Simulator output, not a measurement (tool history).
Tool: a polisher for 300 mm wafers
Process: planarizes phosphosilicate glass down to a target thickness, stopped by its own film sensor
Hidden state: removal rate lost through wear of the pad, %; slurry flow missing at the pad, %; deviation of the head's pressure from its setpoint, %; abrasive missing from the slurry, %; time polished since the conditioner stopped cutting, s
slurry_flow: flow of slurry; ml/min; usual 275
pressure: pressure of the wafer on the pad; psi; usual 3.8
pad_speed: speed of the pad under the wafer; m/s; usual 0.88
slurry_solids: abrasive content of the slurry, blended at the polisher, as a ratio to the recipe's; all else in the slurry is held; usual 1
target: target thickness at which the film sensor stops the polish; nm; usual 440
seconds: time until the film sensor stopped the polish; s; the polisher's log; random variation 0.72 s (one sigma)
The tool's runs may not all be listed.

run     day  slurry_flow  pressure  pad_speed  slurry_solids  target  wafers since the last listed run  wafers polished on this pad  hours since the slurry nozzle was cleaned  hours since the head pressure was calibrated  hours since the slurry blender was calibrated  hours since the conditioning disc was replaced  incoming thickness of the incoming film, nm  seconds
  1       0          275       3.8       0.88              1     440                                 0                         1989                                      365.8                                         335.9                                            152                                           284.5                                       1146.7     90.1
      2.233  -- slurry nozzle cleaned
  2   2.933          275       3.8       0.88              1     440                               724                         2713                                       16.8                                         406.3                                          222.4                                           354.9                                       1150.4     92.4
  3   5.138          250       3.8       0.88              1     440                               552                         3266                                       69.7                                         459.2                                          275.3                                           407.8                                       1140.3     91.3
      6.154  -- conditioning disc replaced and pad reconditioned
      6.467  -- worn pad replaced by a new one
  4   9.275          250       3.8       0.88              1     440                               974                          703                                        169                                         558.5                                          374.6                                            74.9                                       1147.1     88.9
      9.475  -- slurry blender recalibrated
  5  11.817          250       3.8       0.88              1     440                               615                         1319                                        230                                         619.5                                           56.2                                           135.9                                       1134.5     88.1
  6  15.367          275       3.8       0.88              1     440                               889                         2209                                      315.2                                         704.7                                          141.4                                           221.1                                       1153.3     91.2
  7  17.454          275       3.8       0.88              1     440                               523                         2732                                      365.3                                         754.8                                          191.5                                           271.2                                       1164.5       93
     20.067  -- slurry nozzle cleaned
  8  21.767          275       3.8       0.88              1     440                              1070                         3802                                       40.8                                         858.3                                            295                                           374.7                                       1159.8     92.4
     23.308  -- worn pad replaced by a new one
  9  23.371          275       3.8       0.88              1     440                               360                           15                                       79.3                                         896.8                                          333.5                                           413.2                                       1156.3     91.6
     23.612  -- conditioning disc replaced and pad reconditioned
 10  24.962          275       3.8       0.88              1     440                               377                          393                                      117.5                                           935                                          371.7                                            32.4                                       1153.3     88.9
     25.612  -- slurry blender recalibrated
 11  28.846          275       3.8       0.88              1     440                               952                         1345                                      210.7                                        1028.2                                           77.6                                           125.6                                       1154.2     91.1
     35.471  -- slurry nozzle cleaned
     36.912  -- worn pad replaced by a new one
     38.938  -- head pressure recalibrated
     40.038  -- slurry blender recalibrated
     41.221  -- conditioning disc replaced and pad reconditioned
 12  42.012          275       4.3       1.18              1     440                              3184                         1215                                        157                                          73.8                                           47.4                                              19                                       1160.6     62.7
 13  45.996          275       3.8       0.88              1     440                               998                         2213                                      252.6                                         169.4                                            143                                           114.6                                       1160.3     92.8
 14  49.417          275       4.6       0.88            0.9     440                               857                         3070                                      334.7                                         251.5                                          225.1                                           196.7                                       1166.3     82.1
     49.521  -- slurry nozzle cleaned
     50.767  -- worn pad replaced by a new one
 15  52.571          275       3.8       0.88              1     440                               738                          451                                       73.2                                         327.2                                          300.8                                           272.4                                       1132.5       88
     55.833  -- slurry blender recalibrated
     55.992  -- conditioning disc replaced and pad reconditioned
 16  56.921          220       3.8       0.88              1     440                              1048                         1500                                      177.6                                         431.6                                           26.1                                            22.3                                       1154.2     90.2
     64.796  -- slurry nozzle cleaned
 17  66.488          275       2.7       0.88              1     440                              2386                         3886                                       40.6                                         661.2                                          255.7                                           251.9                                       1139.9    123.9
 18    68.1          275       2.6       0.88              1     440                               404                         4290                                       79.3                                         699.9                                          294.4                                           290.6                                       1161.3    132.1
     68.771  -- worn pad replaced by a new one
     69.683  -- conditioning disc replaced and pad reconditioned
 19  71.517          275         5       0.88              1     633                               793                          667                                      161.3                                         781.9                                          376.4                                              44                                       1138.6     48.8
     72.717  -- slurry blender recalibrated
 20  75.758          275       2.7       0.88              1     440                              1041                         1709                                      263.1                                         883.7                                             73                                           145.8                                       1142.4    123.1
 21  79.588          335       3.8        0.8           0.85     440                               959                         2668                                        355                                         975.6                                          164.9                                           237.7                                       1154.8    104.1

What the log doesn't show, run by run:
removal rate lost through wear of the pad, %: 0 in every run
slurry flow missing at the pad, %: 0 in every run
deviation of the head's pressure from its setpoint, %: 0 in every run
abrasive missing from the slurry, %: 0 in every run
H1: time polished since the conditioner stopped cutting, s
run    H1
  1  64.8
  2  67.8
  3  69.2
  4  30.8
  5  44.8
  6    56
  7  59.8
  8  64.2
  9  65.2
 10    23
 11  49.8
 12  12.4
 13  42.7
 14  55.5
 15  61.9
 16  11.1
 17  57.8
 18  60.2
 19  26.7
 20  52.7
 21  63.6
